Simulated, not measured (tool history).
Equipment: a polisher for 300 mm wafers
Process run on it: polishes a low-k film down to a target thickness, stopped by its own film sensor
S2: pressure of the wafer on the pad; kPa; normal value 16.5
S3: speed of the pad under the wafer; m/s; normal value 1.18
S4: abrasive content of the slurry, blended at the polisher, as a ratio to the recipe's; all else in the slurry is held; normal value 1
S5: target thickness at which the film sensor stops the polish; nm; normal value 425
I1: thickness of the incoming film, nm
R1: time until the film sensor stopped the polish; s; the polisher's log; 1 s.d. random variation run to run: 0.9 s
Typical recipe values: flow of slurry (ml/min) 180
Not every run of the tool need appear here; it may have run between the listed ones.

{"run": 1, "hour": 0.0, "flow of slurry (ml/min)": 180, "S2": 16.5, "S3": 1.18, "S4": 1, "S5": 425, "I1": 451.3, "R1": 54.5}
{"hour": 23.2, "done": "slurry blender recalibrated"}
{"run": 2, "hour": 30.6, "flow of slurry (ml/min)": 180, "S2": 16.5, "S3": 1.18, "S4": 1, "S5": 425, "I1": 459.2, "R1": 70.5}
{"run": 3, "hour": 79.3, "flow of slurry (ml/min)": 180, "S2": 16.5, "S3": 1.18, "S4": 1, "S5": 425, "I1": 463.2, "R1": 79.2}
{"run": 4, "hour": 150.3, "flow of slurry (ml/min)": 180, "S2": 16.5, "S3": 1.18, "S4": 1, "S5": 425, "I1": 465.8, "R1": 82.7}
{"hour": 167.6, "done": "worn pad replaced by a new one"}
{"run": 5, "hour": 221.9, "flow of slurry (ml/min)": 180, "S2": 16.5, "S3": 1.18, "S4": 1, "S5": 425, "I1": 453.4, "R1": 57.2}
{"hour": 266.1, "done": "conditioning disc replaced and pad reconditioned"}
{"run": 6, "hour": 280.3, "flow of slurry (ml/min)": 180, "S2": 16.5, "S3": 1.18, "S4": 1, "S5": 425, "I1": 466.2, "R1": 84.8}
{"hour": 300.3, "done": "slurry blender recalibrated"}
{"run": 7, "hour": 327.4, "flow of slurry (ml/min)": 180, "S2": 16.5, "S3": 1.18, "S4": 1, "S5": 425, "I1": 463, "R1": 75.9}
{"run": 8, "hour": 357.1, "flow of slurry (ml/min)": 180, "S2": 16.5, "S3": 1.18, "S4": 1, "S5": 425, "I1": 469.8, "R1": 89.7}
{"run": 9, "hour": 408.7, "flow of slurry (ml/min)": 180, "S2": 16.5, "S3": 1.18, "S4": 1, "S5": 425, "I1": 453.7, "R1": 59.7}
{"hour": 420.5, "done": "worn pad replaced by a new one"}
{"hour": 530.4, "done": "conditioning disc replaced and pad reconditioned"}
{"hour": 541.4, "done": "slurry nozzle cleaned"}
{"hour": 546.8, "done": "slurry blender recalibrated"}
{"run": 10, "hour": 590.5, "flow of slurry (ml/min)": 180, "S2": 19.3, "S3": 1.18, "S4": 1, "S5": 425, "I1": 458.6, "R1": 59.7}
{"run": 11, "hour": 642.7, "flow of slurry (ml/min)": 180, "S2": 16.5, "S3": 1.18, "S4": 1, "S5": 425, "I1": 456.3, "R1": 64.7}
{"hour": 655.2, "done": "worn pad replaced by a new one"}
{"run": 12, "hour": 688.4, "flow of slurry (ml/min)": 180, "S2": 20, "S3": 1.18, "S4": 0.7, "S5": 425, "I1": 458.9, "R1": 65.3}
{"run": 13, "hour": 734.5, "flow of slurry (ml/min)": 180, "S2": 16.5, "S3": 1.48, "S4": 1, "S5": 425, "I1": 462.9, "R1": 63.2}
{"run": 14, "hour": 774.0, "flow of slurry (ml/min)": 180, "S2": 16.5, "S3": 0.88, "S4": 1, "S5": 425, "I1": 462.6, "R1": 95.6}
{"hour": 801.8, "done": "slurry blender recalibrated"}
{"run": 15, "hour": 814.4, "flow of slurry (ml/min)": 180, "S2": 16.5, "S3": 1.18, "S4": 1.1, "S5": 418, "I1": 456.7, "R1": 72.7}
{"hour": 878.2, "done": "conditioning disc replaced and pad reconditioned"}
{"run": 16, "hour": 884.8, "flow of slurry (ml/min)": 180, "S2": 16.5, "S3": 1.18, "S4": 1, "S5": 425, "I1": 458.5, "R1": 65.2}
{"hour": 892.8, "done": "head pressure recalibrated"}
{"hour": 903.5, "done": "worn pad replaced by a new one"}
{"run": 17, "hour": 931.0, "flow of slurry (ml/min)": 180, "S2": 16.5, "S3": 1.18, "S4": 1, "S5": 425, "I1": 458.4, "R1": 72.4}
{"run": 18, "hour": 962.1, "flow of slurry (ml/min)": 180, "S2": 18.6, "S3": 1.18, "S4": 1, "S5": 425, "I1": 460.8, "R1": 68.1}
{"run": 19, "hour": 1013.5, "flow of slurry (ml/min)": 180, "S2": 16.5, "S3": 1.18, "S4": 1, "S5": 425, "I1": 463.7, "R1": 83.7}
{"hour": 1047.4, "done": "slurry blender recalibrated"}
{"run": 20, "hour": 1081.0, "flow of slurry (ml/min)": 180, "S2": 16.5, "S3": 1.18, "S4": 1, "S5": 437, "I1": 467.7, "R1": 66.5}
{"run": 21, "hour": 1130.7, "flow of slurry (ml/min)": 180, "S2": 16.5, "S3": 0.88, "S4": 0.8, "S5": 416, "I1": 450.7, "R1": 102.2}
{"hour": 1183.3, "done": "worn pad replaced by a new one"}
{"hour": 1184.2, "done": "slurry nozzle cleaned"}
{"run": 22, "hour": 1185.7, "flow of slurry (ml/min)": 180, "S2": 16.5, "S3": 1.6, "S4": 1, "S5": 414, "I1": 468.8, "R1": 92}
{"hour": 1213.9, "done": "conditioning disc replaced and pad reconditioned"}
{"run": 23, "hour": 1243.7, "flow of slurry (ml/min)": 180, "S2": 20, "S3": 0.86, "S4": 1.1, "S5": 425, "I1": 465.9, "R1": 87.4}

Forecast each of these 5 alternatives for the next run:
{"run": "A", "hour": 1244.1, "flow of slurry (ml/min)": 180, "S2": 16.5, "S3": 1.34, "S4": 1, "S5": 425, "I1": 461.3, "R1": "?"}
{"run": "B", "hour": 1244.1, "flow of slurry (ml/min)": 180, "S2": 16.5, "S3": 0.86, "S4": 1, "S5": 435, "I1": 461.3, "R1": "?"}
{"run": "C", "hour": 1244.1, "flow of slurry (ml/min)": 180, "S2": 19.3, "S3": 0.84, "S4": 1.3, "S5": 425, "I1": 461.3, "R1": "?"}
{"run": "D", "hour": 1244.1, "flow of slurry (ml/min)": 215, "S2": 16.5, "S3": 1.18, "S4": 1, "S5": 431, "I1": 461.3, "R1": "?"}
{"run": "E", "hour": 1244.1, "flow of slurry (ml/min)": 180, "S2": 11.7, "S3": 1.18, "S4": 1, "S5": 420, "I1": 461.3, "R1": "?"}

run=A R1=68.4
run=B R1=70.6
run=C R1=77.3
run=D R1=62
run=E R1=121.6
Without the tool's unlogged condition, the same runs would have read:
run=A R1=68.7
run=B R1=71
run=C R1=77.7
run=D R1=62.4
run=E R1=122.2
